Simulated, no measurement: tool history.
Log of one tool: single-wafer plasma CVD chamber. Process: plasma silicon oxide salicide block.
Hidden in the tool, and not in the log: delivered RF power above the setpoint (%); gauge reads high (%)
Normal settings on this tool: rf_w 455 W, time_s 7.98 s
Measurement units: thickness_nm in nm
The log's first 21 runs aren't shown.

run,day,rf_w,time_s,wafers since the last listed run,hours since the last RF generator calibration,hours since the showerhead was replaced,hours since the gauge calibration,"read-back reference wafer on the same gauge, thickness_nm",thickness_nm
22,60.038,390,7.23,853,577.3,810.2,109.3,86.130,65.803
23,63.992,420,8.70,1694,672.2,905.1,204.2,86.053,80.204
24,67.250,385,7.02,1396,750.4,983.3,282.4,86.044,63.699
25,71.117,430,7.98,1656,843.2,1076.1,375.2,85.919,74.134
26,73.208,455,7.98,896,893.4,1126.3,425.4,86.074,75.171
27,77.354,480,9.10,1776,992.9,1225.8,524.9,86.016,87.148
28,79.438,520,6.61,892,1042.9,1275.8,574.9,86.112,64.571
# day 81.821: RF generator calibrated
29,81.842,455,7.98,887,0.5,1333.5,632.6,86.010,75.861
30,84.396,455,7.98,1094,61.8,1394.8,693.9,85.927,75.576
31,86.004,520,6.61,689,100.4,1433.4,732.5,85.953,64.600

What if the next run were any one of these 5? Each begins from the tool's condition after run 31:
A,86.021,455,7.98,7,100.8,1433.8,732.9,?,?
B,86.021,480,7.54,7,100.8,1433.8,732.9,?,?
C,86.021,415,6.80,7,100.8,1433.8,732.9,?,?
D,86.021,405,8.97,7,100.8,1433.8,732.9,?,?
E,86.021,425,7.37,7,100.8,1433.8,732.9,?,?

run,"read-back reference wafer on the same gauge, thickness_nm",thickness_nm
A,86.089,75.356
B,86.089,72.189
C,86.089,62.725
D,86.089,82.233
E,86.089,68.394
With the hidden condition removed and each run's random variation left untouched, the same runs would have given:
run,thickness_nm
A,75.356
B,72.189
C,62.725
D,82.233
E,68.394
